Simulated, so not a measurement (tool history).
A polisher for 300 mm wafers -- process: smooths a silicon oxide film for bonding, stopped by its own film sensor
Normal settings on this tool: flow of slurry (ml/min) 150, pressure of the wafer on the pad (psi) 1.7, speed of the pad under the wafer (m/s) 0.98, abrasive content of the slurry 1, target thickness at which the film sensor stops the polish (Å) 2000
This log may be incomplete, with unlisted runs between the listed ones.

run   hour  flow of slurry (ml/min)  pressure of the wafer on the pad (psi)  speed of the pad under the wafer (m/s)  abrasive content of the slurry  target thickness at which the film sensor stops the polish (Å)  incoming thickness of the incoming film, nm  time until the film sensor stopped the polish (s)
  1      0                      150                                     1.7                                    0.98                               1                                                            2000                                          230                                                 58
  2    9.6                      150                                     1.7                                    0.98                               1                                                            2000                                        228.3                                               55.4
      27.3  -- worn pad replaced by a new one
  3   27.8                      150                                     1.7                                    0.98                               1                                                            2000                                        225.3                                               44.3
  4   38.6                      150                                     1.7                                    1.22                               1                                                            2000                                        233.8                                               52.7
  5   53.6                      150                                     1.7                                    1.22                               1                                                            2000                                        230.6                                               50.7
  6   61.9                      150                                     1.7                                    1.22                               1                                                            2000                                        228.2                                                 48
  7     76                      150                                     1.7                                    0.98                               1                                                            2000                                        232.7                                               62.2
  8   83.9                      150                                     1.7                                     0.9                               1                                                            2070                                        229.5                                               43.7
  9  100.7                      150                                     1.7                                     0.9                               1                                                            2070                                        233.1                                               52.1
 10  107.2                      150                                     1.7                                     0.9                               1                                                            2000                                        229.3                                               60.8
     114.1  -- slurry nozzle cleaned
 11    118                      150                                     1.7                                    1.06                               1                                                            2000                                        227.7                                               52.7
 12  133.6                      150                                     1.7                                    0.98                               1                                                            2000                                        228.7                                               55.3
     147.8  -- worn pad replaced by a new one
     155.4  -- head pressure recalibrated
 13  171.4                      150                                     1.7                                    0.98                            0.75                                                            2030                                          233                                               68.8
 14  178.3                      150                                     1.4                                    0.88                            0.75                                                            2080                                        230.6                                               68.3
 15  192.6                      170                                     2.2                                    0.98                               1                                                            2080                                        230.8                                               35.8
 16  208.4                      150                                     1.7                                    0.82                             0.9                                                            2000                                        230.9                                               73.1
 17  225.5                      150                                     1.7                                    0.98                               1                                                            2000                                        225.4                                               54.1
 18  232.4                      150                                       2                                     1.1                               1                                                            2000                                        228.6                                               50.6
     248.1  -- worn pad replaced by a new one
 19  248.6                      150                                     1.7                                    0.98                               1                                                            2000                                        228.2                                               52.4
 20    291                      170                                     2.1                                    0.98                            1.25                                                            1910                                        230.4                                               58.7
     303.4  -- slurry blender recalibrated
 21  307.6                      150                                     1.1                                    0.98                               1                                                            2000                                        233.9                                              108.4
 22  317.5                      150                                     1.7                                    0.98                               1                                                            2000                                          225                                               53.5
 23  329.8                      165                                     1.7                                    0.74                               1                                                            2000                                        230.3                                               74.1
 24  346.6                      180                                     1.5                                    0.98                            0.85                                                            1920                                        233.4                                              101.9

Expected results for the next run?
     357.5  -- worn pad replaced by a new one
 25  364.2                      150                                     1.7                                    0.98                               1                                                            2000                                        226.2                                                  ?

time until the film sensor stopped the polish (s): 50.9
Take away the tool's hidden state, keep the run-to-run variation as it was, and the same run would have given time until the film sensor stopped the polish (s) 50.2.

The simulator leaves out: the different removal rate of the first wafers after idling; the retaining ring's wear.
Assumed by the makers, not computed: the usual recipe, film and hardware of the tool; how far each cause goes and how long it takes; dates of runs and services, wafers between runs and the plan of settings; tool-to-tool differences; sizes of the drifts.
